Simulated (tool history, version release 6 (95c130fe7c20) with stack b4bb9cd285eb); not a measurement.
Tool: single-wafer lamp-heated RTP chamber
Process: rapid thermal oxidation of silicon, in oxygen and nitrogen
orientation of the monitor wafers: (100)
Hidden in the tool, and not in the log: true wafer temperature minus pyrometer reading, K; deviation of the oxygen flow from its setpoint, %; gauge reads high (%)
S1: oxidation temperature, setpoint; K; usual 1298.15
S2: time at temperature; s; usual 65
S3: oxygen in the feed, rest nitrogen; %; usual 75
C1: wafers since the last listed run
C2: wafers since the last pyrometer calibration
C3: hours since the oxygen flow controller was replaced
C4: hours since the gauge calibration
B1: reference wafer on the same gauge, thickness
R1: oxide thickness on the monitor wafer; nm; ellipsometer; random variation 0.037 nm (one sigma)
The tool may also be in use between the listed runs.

run	day	S1	S2	S3	C1	C2	C3	C4	B1	R1
1	0.000	1298.15	65	75	0	6609	1756.3	664.5	5.707	6.621
# day 5.496: pyrometer window cleaned and pyrometer calibrated
2	7.112	1298.15	65	54	2379	567	1927.0	835.2	5.701	5.605
3	10.079	1298.15	65	54	1041	1609	1998.2	906.4	5.712	5.653
4	12.142	1298.15	65	54	724	2333	2047.7	955.9	5.700	5.742
5	15.646	1298.15	65	75	1230	3563	2131.8	1040.0	5.704	6.469
6	17.283	1298.15	65	75	574	4138	2171.1	1079.3	5.700	6.527
7	19.500	1298.15	65	75	778	4916	2224.3	1132.5	5.703	6.554
8	23.025	1298.15	65	75	1237	6154	2308.9	1217.1	5.702	6.559
9	26.750	1298.15	65	75	1307	7461	2398.3	1306.5	5.707	6.681
10	30.246	1298.15	65	75	1227	8689	2482.2	1390.4	5.697	6.729
# day 31.812: pyrometer window cleaned and pyrometer calibrated
11	34.304	1298.15	65	75	1307	874	2579.6	1487.8	5.703	6.314
12	37.575	1313.15	65	75	1148	2022	2658.1	1566.3	5.694	7.085
13	40.979	1313.15	65	75	1195	3217	2739.8	1648.0	5.708	7.118
14	42.488	1305.15	65	75	529	3747	2776.0	1684.2	5.702	6.742
15	46.642	1305.15	65	75	1458	5205	2875.7	1783.9	5.697	6.830
# day 48.842: gauge calibrated
16	52.846	1305.15	65	75	2178	7383	3024.6	96.1	5.699	6.958
17	55.579	1308.15	81	60	959	8343	3090.2	161.7	5.708	7.270
# day 59.333: pyrometer window cleaned and pyrometer calibrated
18	59.354	1308.15	34	92	1208	7	3180.8	252.3	5.709	5.453
19	63.129	1270.15	51	75	1325	1332	3271.4	342.9	5.710	4.680
# day 66.304: oxygen flow controller replaced
20	66.771	1317.15	65	75	1161	2494	11.2	430.3	5.696	7.276
21	70.658	1280.15	80	75	1364	3858	104.5	523.6	5.708	6.245
22	74.092	1298.15	83	75	1205	5064	186.9	606.0	5.703	7.327

Forecast run 23:
23	76.942	1315.15	38	47	1000	6064	255.3	674.4	?	?

Run 23 gave B1 5.685, R1 4.968 nm.
Without the tool's hidden state the same run would have given R1 4.738 nm.
